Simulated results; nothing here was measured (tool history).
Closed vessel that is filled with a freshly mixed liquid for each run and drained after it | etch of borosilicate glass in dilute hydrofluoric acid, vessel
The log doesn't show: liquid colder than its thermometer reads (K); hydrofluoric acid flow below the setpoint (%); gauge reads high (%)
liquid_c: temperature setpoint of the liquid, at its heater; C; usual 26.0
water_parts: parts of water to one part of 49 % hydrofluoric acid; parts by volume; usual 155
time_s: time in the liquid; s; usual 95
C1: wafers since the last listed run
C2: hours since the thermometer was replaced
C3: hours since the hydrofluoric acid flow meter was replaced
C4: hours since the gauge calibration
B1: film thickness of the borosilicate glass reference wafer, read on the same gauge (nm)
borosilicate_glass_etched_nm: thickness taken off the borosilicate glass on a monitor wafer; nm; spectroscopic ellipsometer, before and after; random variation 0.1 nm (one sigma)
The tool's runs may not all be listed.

Run 1, hour 0.0: usual settings but water_parts 210 parts by volume; C1 0; C2 1473.4; C3 453.0; C4 148.8; B1 90.01. Result: borosilicate_glass_etched_nm 9.58 nm.
Run 2, hour 64.3: usual settings but water_parts 210 parts by volume; C1 5374; C2 1537.7; C3 517.3; C4 213.1; B1 90.00. Result: borosilicate_glass_etched_nm 9.69 nm.
Run 3, hour 128.4: usual settings but water_parts 105 parts by volume, time_s 70 s; C1 5357; C2 1601.8; C3 581.4; C4 277.2; B1 90.03. Result: borosilicate_glass_etched_nm 16.15 nm.
Run 4, hour 209.3: usual settings but water_parts 105 parts by volume, time_s 70 s; C1 6761; C2 1682.7; C3 662.3; C4 358.1; B1 89.97. Result: borosilicate_glass_etched_nm 15.87 nm.
Run 5, hour 251.1: usual settings; C1 3493; C2 1724.5; C3 704.1; C4 399.9; B1 89.98. Result: borosilicate_glass_etched_nm 13.66 nm.
Run 6, hour 348.6: usual settings; C1 8149; C2 1822.0; C3 801.6; C4 497.4; B1 90.00. Result: borosilicate_glass_etched_nm 13.61 nm.
Run 7, hour 391.4: usual settings; C1 3577; C2 1864.8; C3 844.4; C4 540.2; B1 89.99. Result: borosilicate_glass_etched_nm 13.75 nm.
Run 8, hour 433.4: usual settings; C1 3510; C2 1906.8; C3 886.4; C4 582.2; B1 90.00. Result: borosilicate_glass_etched_nm 13.69 nm.
At hour 466.2: thermometer replaced.
Run 9, hour 500.4: usual settings; C1 5516; C2 34.2; C3 953.4; C4 649.2; B1 90.03. Result: borosilicate_glass_etched_nm 13.60 nm.
At hour 501.9: gauge calibrated.
Run 10, hour 540.8: usual settings but liquid_c 23.5 C, water_parts 190 parts by volume, time_s 75 s; C1 3376; C2 74.6; C3 993.8; C4 38.9; B1 90.00. Result: borosilicate_glass_etched_nm 7.62 nm.
At hour 574.0: hydrofluoric acid flow meter replaced.
Run 11, hour 601.2: usual settings but water_parts 105 parts by volume, time_s 70 s; C1 4964; C2 135.0; C3 27.2; C4 99.3; B1 90.02. Result: borosilicate_glass_etched_nm 15.17 nm.
Run 12, hour 692.8: usual settings but liquid_c 22.0 C, water_parts 175 parts by volume, time_s 75 s; C1 7656; C2 226.6; C3 118.8; C4 190.9; B1 89.99. Result: borosilicate_glass_etched_nm 7.71 nm.
At hour 751.4: hydrofluoric acid flow meter replaced, repeated, since the last time left the tool worse.
Run 13, hour 799.0: usual settings but water_parts 230 parts by volume, time_s 55 s; C1 8792; C2 332.8; C3 47.6; C4 297.1; B1 89.99. Result: borosilicate_glass_etched_nm 5.11 nm.
Run 14, hour 868.8: usual settings but liquid_c 29.5 C, water_parts 205 parts by volume, time_s 115 s; C1 5834; C2 402.6; C3 117.4; C4 366.9; B1 89.99. Result: borosilicate_glass_etched_nm 13.67 nm.
Run 15, hour 941.6: usual settings but liquid_c 23.5 C, water_parts 180 parts by volume, time_s 40 s; C1 6084; C2 475.4; C3 190.2; C4 439.7; B1 89.99. Result: borosilicate_glass_etched_nm 4.51 nm.
Run 16, hour 1011.7: usual settings but water_parts 105 parts by volume, time_s 70 s; C1 5859; C2 545.5; C3 260.3; C4 509.8; B1 90.02. Result: borosilicate_glass_etched_nm 16.31 nm.
Run 17, hour 1050.9: usual settings but liquid_c 28.0 C; C1 3276; C2 584.7; C3 299.5; C4 549.0; B1 90.01. Result: borosilicate_glass_etched_nm 15.01 nm.

Forecast each of these 5 alternatives for the next run:
Run A, hour 1051.6: usual settings but water_parts 135 parts by volume; C1 58; C2 585.4; C3 300.2; C4 549.7; B1 ?. Result: borosilicate_glass_etched_nm ?.
Run B, hour 1051.6: usual settings but time_s 60 s; C1 58; C2 585.4; C3 300.2; C4 549.7; B1 ?. Result: borosilicate_glass_etched_nm ?.
Run C, hour 1051.6: usual settings but liquid_c 22.0 C, water_parts 195 parts by volume, time_s 140 s; C1 58; C2 585.4; C3 300.2; C4 549.7; B1 ?. Result: borosilicate_glass_etched_nm ?.
Run D, hour 1051.6: usual settings but water_parts 225 parts by volume, time_s 50 s; C1 58; C2 585.4; C3 300.2; C4 549.7; B1 ?. Result: borosilicate_glass_etched_nm ?.
Run E, hour 1051.6: usual settings but liquid_c 21.5 C, water_parts 195 parts by volume, time_s 60 s; C1 58; C2 585.4; C3 300.2; C4 549.7; B1 ?. Result: borosilicate_glass_etched_nm ?.

run     B1  borosilicate_glass_etched_nm
  A  90.00                         16.38
  B  90.00                          8.79
  C  90.00                         13.42
  D  90.00                          4.66
  E  90.00                          5.64
Without the tool's hidden state the same runs would have given:
run  borosilicate_glass_etched_nm
  A                         16.62
  B                          8.92
  C                         13.62
  D                          4.73
  E                          5.73

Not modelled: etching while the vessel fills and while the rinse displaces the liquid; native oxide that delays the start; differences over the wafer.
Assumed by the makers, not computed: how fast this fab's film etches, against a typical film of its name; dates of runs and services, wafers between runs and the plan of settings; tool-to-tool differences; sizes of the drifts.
